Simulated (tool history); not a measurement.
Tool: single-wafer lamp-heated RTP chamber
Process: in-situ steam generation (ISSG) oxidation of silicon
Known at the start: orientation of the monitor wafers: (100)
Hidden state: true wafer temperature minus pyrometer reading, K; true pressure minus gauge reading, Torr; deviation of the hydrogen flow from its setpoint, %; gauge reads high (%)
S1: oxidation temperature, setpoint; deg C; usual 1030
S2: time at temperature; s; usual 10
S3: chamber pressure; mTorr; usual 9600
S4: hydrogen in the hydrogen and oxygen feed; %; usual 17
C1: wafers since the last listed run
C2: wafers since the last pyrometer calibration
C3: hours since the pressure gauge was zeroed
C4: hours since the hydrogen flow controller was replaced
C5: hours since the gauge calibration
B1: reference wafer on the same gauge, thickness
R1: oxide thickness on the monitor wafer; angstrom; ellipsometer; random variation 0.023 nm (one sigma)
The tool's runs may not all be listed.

| run | hour | S1 | S2 | S3 | S4 | C1 | C2 | C3 | C4 | C5 | B1 | R1 |
|---|---|---|---|---|---|---|---|---|---|---|---|---|
| 1 | 0.0 | 1030 | 11 | 9600 | 17 | 0 | 639 | 2515.0 | 4412.3 | 153.8 | 5.207 | 48.05 |
| 2 | 16.5 | 1030 | 11 | 9600 | 17 | 133 | 772 | 2531.5 | 4428.8 | 170.3 | 5.186 | 48.53 |
| 3 | 26.5 | 1030 | 10 | 9600 | 17 | 80 | 853 | 2541.5 | 4438.8 | 180.3 | 5.215 | 46.01 |
| 4 | 71.9 | 1030 | 10 | 9600 | 17 | 367 | 1220 | 2586.9 | 4484.2 | 225.7 | 5.209 | 46.42 |
| 5 | 81.4 | 1030 | 10 | 9600 | 17 | 76 | 1297 | 2596.4 | 4493.7 | 235.2 | 5.198 | 46.04 |
|  | 87.1 | gauge calibrated |
| 6 | 89.0 | 1030 | 10 | 9600 | 17 | 61 | 1359 | 2604.0 | 4501.3 | 1.9 | 5.201 | 46.01 |
|  | 110.6 | hydrogen flow controller replaced |
| 7 | 111.1 | 1030 | 10 | 9600 | 17 | 114 | 1473 | 2626.1 | 0.5 | 24.0 | 5.188 | 46.34 |
| 8 | 118.8 | 1030 | 10 | 9600 | 17 | 62 | 1535 | 2633.8 | 8.2 | 31.7 | 5.199 | 46.39 |
|  | 127.0 | pyrometer window cleaned and pyrometer calibrated |
| 9 | 130.8 | 1038 | 10 | 9600 | 24 | 32 | 31 | 2645.8 | 20.2 | 43.7 | 5.192 | 50.94 |
| 10 | 137.1 | 1030 | 13 | 9600 | 11 | 50 | 82 | 2652.1 | 26.5 | 50.0 | 5.201 | 47.16 |
|  | 149.6 | pressure gauge zeroed |
| 11 | 151.9 | 1030 | 10 | 9600 | 17 | 54 | 137 | 2.3 | 41.3 | 64.8 | 5.206 | 45.73 |

The next listed run, before its measurement:
| 12 | 160.9 | 1039 | 10 | 9600 | 17 | 72 | 209 | 11.3 | 50.3 | 73.8 | ? | ? |

B1: 5.207
R1: 47.67 angstrom
Without the tool's hidden state the same run would have given R1 47.14 angstrom.

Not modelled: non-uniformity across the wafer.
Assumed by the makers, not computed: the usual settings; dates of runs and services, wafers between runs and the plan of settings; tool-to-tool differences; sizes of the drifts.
